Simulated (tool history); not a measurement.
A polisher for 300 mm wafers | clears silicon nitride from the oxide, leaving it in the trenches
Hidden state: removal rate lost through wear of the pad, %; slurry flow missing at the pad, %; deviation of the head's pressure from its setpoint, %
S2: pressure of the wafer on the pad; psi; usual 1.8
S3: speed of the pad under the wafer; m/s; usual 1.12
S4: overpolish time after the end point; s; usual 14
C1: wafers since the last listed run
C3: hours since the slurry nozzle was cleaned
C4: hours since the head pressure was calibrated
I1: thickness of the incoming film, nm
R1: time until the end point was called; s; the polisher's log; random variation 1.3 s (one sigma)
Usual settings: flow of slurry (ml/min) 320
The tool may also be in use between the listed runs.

Run 1, hour 0.0: usual settings but flow of slurry (ml/min) 285, S2 2.2 psi; C1 0; wafers polished on this pad 374; C3 319.3; C4 920.7; I1 76.0. Result: R1 117.3 s.
Run 2, hour 17.0: usual settings but flow of slurry (ml/min) 285, S2 2.2 psi; C1 174; wafers polished on this pad 549; C3 336.3; C4 937.7; I1 73.9. Result: R1 121.0 s.
Run 3, hour 23.7: usual settings; C1 68; wafers polished on this pad 618; C3 343.0; C4 944.4; I1 76.3. Result: R1 140.7 s.
Run 4, hour 37.6: usual settings; C1 142; wafers polished on this pad 760; C3 356.9; C4 958.3; I1 75.4. Result: R1 139.4 s.
Run 5, hour 45.6: usual settings; C1 82; wafers polished on this pad 842; C3 364.9; C4 966.3; I1 75.2. Result: R1 142.7 s.
At hour 51.6: worn pad replaced by a new one.
Run 6, hour 63.5: usual settings; C1 142; wafers polished on this pad 122; C3 382.8; C4 984.2; I1 75.1. Result: R1 128.3 s.
Run 7, hour 75.5: usual settings; C1 123; wafers polished on this pad 245; C3 394.8; C4 996.2; I1 74.0. Result: R1 130.4 s.
Run 8, hour 88.1: usual settings; C1 129; wafers polished on this pad 374; C3 407.4; C4 1008.8; I1 75.7. Result: R1 135.1 s.
Run 9, hour 103.6: usual settings; C1 159; wafers polished on this pad 533; C3 422.9; C4 1024.3; I1 74.2. Result: R1 132.2 s.
Run 10, hour 110.2: usual settings; C1 67; wafers polished on this pad 601; C3 429.5; C4 1030.9; I1 75.3. Result: R1 138.4 s.
Run 11, hour 122.4: usual settings; C1 125; wafers polished on this pad 726; C3 441.7; C4 1043.1; I1 74.6. Result: R1 139.8 s.
Run 12, hour 131.0: usual settings; C1 88; wafers polished on this pad 815; C3 450.3; C4 1051.7; I1 76.2. Result: R1 143.0 s.
Run 13, hour 140.6: usual settings; C1 98; wafers polished on this pad 913; C3 459.9; C4 1061.3; I1 74.9. Result: R1 143.5 s.
At hour 148.6: worn pad replaced by a new one.
Run 14, hour 154.7: usual settings; C1 103; wafers polished on this pad 62; C3 474.0; C4 1075.4; I1 74.6. Result: R1 123.9 s.
At hour 161.0: head pressure recalibrated.
Run 15, hour 161.7: usual settings; C1 51; wafers polished on this pad 113; C3 481.0; C4 0.7; I1 75.9. Result: R1 129.6 s.
Run 16, hour 175.3: usual settings; C1 139; wafers polished on this pad 253; C3 494.6; C4 14.3; I1 74.7. Result: R1 130.0 s.
Run 17, hour 191.1: usual settings; C1 162; wafers polished on this pad 415; C3 510.4; C4 30.1; I1 75.2. Result: R1 135.5 s.
Run 18, hour 199.4: usual settings but S3 1.46 m/s; C1 85; wafers polished on this pad 500; C3 518.7; C4 38.4; I1 75.0. Result: R1 103.2 s.
Run 19, hour 209.1: usual settings but flow of slurry (ml/min) 395, S2 2.3 psi; C1 99; wafers polished on this pad 600; C3 528.4; C4 48.1; I1 74.7. Result: R1 116.3 s.
Run 20, hour 220.8: usual settings; C1 120; wafers polished on this pad 720; C3 540.1; C4 59.8; I1 74.8. Result: R1 140.4 s.
At hour 233.7: worn pad replaced by a new one, of another model than before.
Run 21, hour 236.2: usual settings but S2 1.3 psi; C1 117; wafers polished on this pad 25; C3 555.5; C4 75.2; I1 75.0. Result: R1 149.0 s.
Run 22, hour 252.1: usual settings but S2 1.4 psi, S3 1.38 m/s, S4 8 s; C1 163; wafers polished on this pad 188; C3 571.4; C4 91.1; I1 75.9. Result: R1 129.4 s.
Run 23, hour 259.2: usual settings but S2 2.0 psi; C1 72; wafers polished on this pad 261; C3 578.5; C4 98.2; I1 74.9. Result: R1 125.6 s.
Run 24, hour 275.4: usual settings; C1 166; wafers polished on this pad 428; C3 594.7; C4 114.4; I1 74.1. Result: R1 134.5 s.
Run 25, hour 283.5: usual settings but S2 2.2 psi, S4 20 s; C1 83; wafers polished on this pad 511; C3 602.8; C4 122.5; I1 75.9. Result: R1 125.6 s.
Run 26, hour 297.8: usual settings; C1 146; wafers polished on this pad 658; C3 617.1; C4 136.8; I1 74.7. Result: R1 137.9 s.
At hour 321.4: slurry nozzle cleaned.
At hour 324.1: worn pad replaced by a new one.
Run 27, hour 324.6: usual settings but S2 1.6 psi, S3 1.46 m/s; C1 236; wafers polished on this pad 4; C3 3.2; C4 163.6; I1 75.4. Result: R1 118.3 s.
Run 28, hour 339.3: usual settings but flow of slurry (ml/min) 280, S2 1.5 psi; C1 150; wafers polished on this pad 155; C3 17.9; C4 178.3; I1 73.7. Result: R1 143.0 s.
Run 29, hour 345.7: usual settings but flow of slurry (ml/min) 240, S2 2.1 psi, S3 0.82 m/s, S4 21 s; C1 65; wafers polished on this pad 221; C3 24.3; C4 184.7; I1 74.0. Result: R1 143.3 s.
Run 30, hour 361.3: usual settings but flow of slurry (ml/min) 405, S3 1.26 m/s, S4 18 s; C1 160; wafers polished on this pad 381; C3 39.9; C4 200.3; I1 75.5. Result: R1 127.5 s.
Run 31, hour 368.6: usual settings but S3 1.24 m/s; C1 74; wafers polished on this pad 456; C3 47.2; C4 207.6; I1 74.2. Result: R1 128.0 s.

Run 32 comes next. What will it give?
Run 32, hour 382.4: usual settings; C1 141; wafers polished on this pad 598; C3 61.0; C4 221.4; I1 74.8. Result: R1 ?.

Run 32 gave R1 142.2 s.
Without the tool's hidden state the same run would have given R1 128.9 s.
